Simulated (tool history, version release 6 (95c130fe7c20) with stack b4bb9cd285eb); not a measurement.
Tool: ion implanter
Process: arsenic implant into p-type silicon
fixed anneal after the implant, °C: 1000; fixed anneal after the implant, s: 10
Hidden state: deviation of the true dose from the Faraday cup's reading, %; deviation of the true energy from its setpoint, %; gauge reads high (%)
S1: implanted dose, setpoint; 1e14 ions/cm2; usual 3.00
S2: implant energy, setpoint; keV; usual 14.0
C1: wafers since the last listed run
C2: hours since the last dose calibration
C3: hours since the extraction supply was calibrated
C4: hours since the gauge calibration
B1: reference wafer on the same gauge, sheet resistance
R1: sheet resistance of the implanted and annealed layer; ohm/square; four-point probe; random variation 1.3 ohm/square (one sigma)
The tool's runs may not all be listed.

| run | day | S1 | S2 | C1 | C2 | C3 | C4 | B1 | R1 |
|---|---|---|---|---|---|---|---|---|---|
| 1 | 0.000 | 2.46 | 17.0 | 0 | 1083.5 | 4453.9 | 599.4 | 271.81 | 326.43 |
| 2 | 0.629 | 3.00 | 14.0 | 174 | 1098.6 | 4469.0 | 614.5 | 271.89 | 289.91 |
| 3 | 1.562 | 3.00 | 14.0 | 258 | 1121.0 | 4491.4 | 636.9 | 271.82 | 290.54 |
| 4 | 3.042 | 3.00 | 14.0 | 409 | 1156.5 | 4526.9 | 672.4 | 272.20 | 289.29 |
| 5 | 3.967 | 3.00 | 14.0 | 255 | 1178.7 | 4549.1 | 694.6 | 271.66 | 291.57 |
| 6 | 5.300 | 3.00 | 14.0 | 368 | 1210.7 | 4581.1 | 726.6 | 271.62 | 288.38 |
| 7 | 6.062 | 3.00 | 14.0 | 210 | 1229.0 | 4599.4 | 744.9 | 271.98 | 289.02 |
| 8 | 6.975 | 3.00 | 14.0 | 252 | 1250.9 | 4621.3 | 766.8 | 272.02 | 292.11 |
| 9 | 8.050 | 3.00 | 14.0 | 297 | 1276.7 | 4647.1 | 792.6 | 272.10 | 289.54 |
| 10 | 9.271 | 3.00 | 14.0 | 337 | 1306.0 | 4676.4 | 821.9 | 272.09 | 289.61 |
|  | 12.650 | gauge calibrated |
| 11 | 12.733 | 3.00 | 14.0 | 957 | 1389.1 | 4759.5 | 2.0 | 272.09 | 291.53 |
| 12 | 13.492 | 3.00 | 14.0 | 209 | 1407.3 | 4777.7 | 20.2 | 271.80 | 290.64 |
| 13 | 14.862 | 3.00 | 14.0 | 379 | 1440.2 | 4810.6 | 53.1 | 272.10 | 294.14 |
|  | 16.112 | Faraday cup replaced and dose calibrated |
| 14 | 16.133 | 3.00 | 14.0 | 259 | 0.5 | 4841.1 | 83.6 | 272.14 | 298.07 |
| 15 | 16.950 | 3.55 | 12.0 | 225 | 20.1 | 4860.7 | 103.2 | 271.90 | 265.31 |
| 16 | 17.933 | 3.30 | 16.0 | 272 | 43.7 | 4884.3 | 126.8 | 271.84 | 273.29 |
| 17 | 19.104 | 3.00 | 14.0 | 323 | 71.8 | 4912.4 | 154.9 | 272.00 | 300.92 |
| 18 | 20.042 | 3.63 | 9.0 | 259 | 94.3 | 4934.9 | 177.4 | 272.00 | 273.49 |
| 19 | 20.875 | 3.67 | 14.0 | 230 | 114.3 | 4954.9 | 197.4 | 271.91 | 255.64 |
| 20 | 21.579 | 3.42 | 16.5 | 194 | 131.2 | 4971.8 | 214.3 | 271.99 | 263.12 |
|  | 22.771 | extraction supply calibrated |
| 21 | 22.896 | 3.00 | 16.5 | 272 | 162.8 | 3.0 | 245.9 | 272.14 | 291.82 |
|  | 23.388 | Faraday cup replaced and dose calibrated, repeated, since the last time left the tool worse |
| 22 | 24.300 | 3.00 | 11.5 | 296 | 21.9 | 36.7 | 279.6 | 272.26 | 291.91 |
| 23 | 25.312 | 3.00 | 14.0 | 280 | 46.2 | 61.0 | 303.9 | 271.75 | 283.61 |
| 24 | 26.788 | 2.36 | 18.5 | 408 | 81.6 | 96.4 | 339.3 | 272.11 | 328.93 |
| 25 | 28.104 | 3.00 | 12.5 | 364 | 113.2 | 128.0 | 370.9 | 272.00 | 291.93 |
| 26 | 29.088 | 3.00 | 12.0 | 272 | 136.8 | 151.6 | 394.5 | 272.08 | 290.70 |
| 27 | 29.612 | 3.33 | 15.5 | 145 | 149.4 | 164.2 | 407.1 | 271.83 | 259.58 |
| 28 | 31.092 | 3.32 | 14.0 | 409 | 184.9 | 199.7 | 442.6 | 272.23 | 263.39 |
| 29 | 32.350 | 3.63 | 9.0 | 348 | 215.1 | 229.9 | 472.8 | 271.91 | 259.16 |
| 30 | 33.796 | 2.32 | 10.5 | 399 | 249.8 | 264.6 | 507.5 | 272.05 | 358.30 |
| 31 | 34.888 | 3.00 | 12.5 | 302 | 276.0 | 290.8 | 533.7 | 271.82 | 291.07 |
| 32 | 35.471 | 3.00 | 19.0 | 161 | 290.0 | 304.8 | 547.7 | 271.99 | 273.56 |
| 33 | 36.738 | 3.00 | 10.0 | 350 | 320.4 | 335.2 | 578.1 | 272.07 | 298.28 |
| 34 | 37.325 | 3.00 | 11.5 | 162 | 334.5 | 349.3 | 592.2 | 271.89 | 292.08 |
| 35 | 38.704 | 3.25 | 18.0 | 381 | 367.6 | 382.4 | 625.3 | 272.18 | 261.11 |
| 36 | 39.946 | 2.48 | 16.5 | 343 | 397.4 | 412.2 | 655.1 | 272.19 | 322.76 |
| 37 | 40.979 | 2.52 | 12.0 | 285 | 422.2 | 437.0 | 679.9 | 272.07 | 333.89 |
| 38 | 41.804 | 3.00 | 17.0 | 228 | 442.0 | 456.8 | 699.7 | 271.91 | 276.50 |

The tool's hidden state at each run:
deviation of the true energy from its setpoint, %: 0 in every run
gauge reads high (%): 0 in every run
H1: deviation of the true dose from the Faraday cup's reading, %
| run | H1 |
|---|---|
| 1 | -2.84 |
| 2 | -2.87 |
| 3 | -2.93 |
| 4 | -3.01 |
| 5 | -3.06 |
| 6 | -3.14 |
| 7 | -3.18 |
| 8 | -3.23 |
| 9 | -3.29 |
| 10 | -3.36 |
| 11 | -3.56 |
| 12 | -3.6 |
| 13 | -3.68 |
| 14 | -6.1 |
| 15 | -6.15 |
| 16 | -6.21 |
| 17 | -6.27 |
| 18 | -6.33 |
| 19 | -6.37 |
| 20 | -6.41 |
| 21 | -6.49 |
| 22 | -0.367 |
| 23 | -0.425 |
| 24 | -0.508 |
| 25 | -0.583 |
| 26 | -0.638 |
| 27 | -0.668 |
| 28 | -0.752 |
| 29 | -0.823 |
| 30 | -0.905 |
| 31 | -0.967 |
| 32 | -1 |
| 33 | -1.07 |
| 34 | -1.1 |
| 35 | -1.18 |
| 36 | -1.25 |
| 37 | -1.31 |
| 38 | -1.36 |
